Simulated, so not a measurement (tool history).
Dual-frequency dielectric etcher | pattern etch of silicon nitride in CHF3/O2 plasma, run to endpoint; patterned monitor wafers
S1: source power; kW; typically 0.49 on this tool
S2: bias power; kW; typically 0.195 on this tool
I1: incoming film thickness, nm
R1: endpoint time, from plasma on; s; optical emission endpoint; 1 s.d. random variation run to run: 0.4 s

Run 1, hour 0: usual settings; I1 73.4. Result: R1 51.4 s.
Run 2, hour 7.9: usual settings; I1 73.3. Result: R1 51 s.
Run 3, hour 19: usual settings; I1 73.6. Result: R1 51.9 s.
Run 4, hour 34.9: usual settings; I1 73. Result: R1 50.6 s.
Run 5, hour 49.3: usual settings; I1 73. Result: R1 50.7 s.
Run 6, hour 59.5: usual settings; I1 73.2. Result: R1 51.1 s.
Run 7, hour 75.3: usual settings but S2 0.176 kW; I1 73.3. Result: R1 52.3 s.
Run 8, hour 82.6: usual settings; I1 72.7. Result: R1 50.4 s.
Run 9, hour 120.8: usual settings but S1 0.39 kW, S2 0.225 kW; I1 72.7. Result: R1 53.3 s.
Run 10, hour 121.2: usual settings but S1 0.6 kW; I1 73. Result: R1 47 s.
Run 11, hour 121.5: usual settings; I1 73.3. Result: R1 51.5 s.
Run 12, hour 130.5: usual settings but S1 0.53 kW, S2 0.163 kW; I1 73.7. Result: R1 52.2 s.
Run 13, hour 144.8: usual settings but S1 0.44 kW, S2 0.221 kW; I1 73.1. Result: R1 50.8 s.
Run 14, hour 156.4: usual settings but S2 0.229 kW; I1 72.5. Result: R1 47.9 s.
Run 15, hour 171.5: usual settings; I1 73.1. Result: R1 50.8 s.
Run 16, hour 180: usual settings; I1 73.2. Result: R1 50.8 s.
Run 17, hour 191.5: usual settings but S1 0.43 kW, S2 0.154 kW; I1 72.6. Result: R1 56.3 s.

The log once held 4 entries between its listed runs, left out of this copy. Where does each go, and what is different about the tool's unlogged condition between the listed run before it and the listed run after it?
Between runs 6 and 7: bias power generator calibrated (hour 74.8)
  the hidden state is the same at both runs
Between runs 8 and 9: source power generator calibrated (hour 102.8); upper electrode replaced (hour 117.6); wet clean of the chamber (hour 120.3)
  the hidden state is the same at both runs
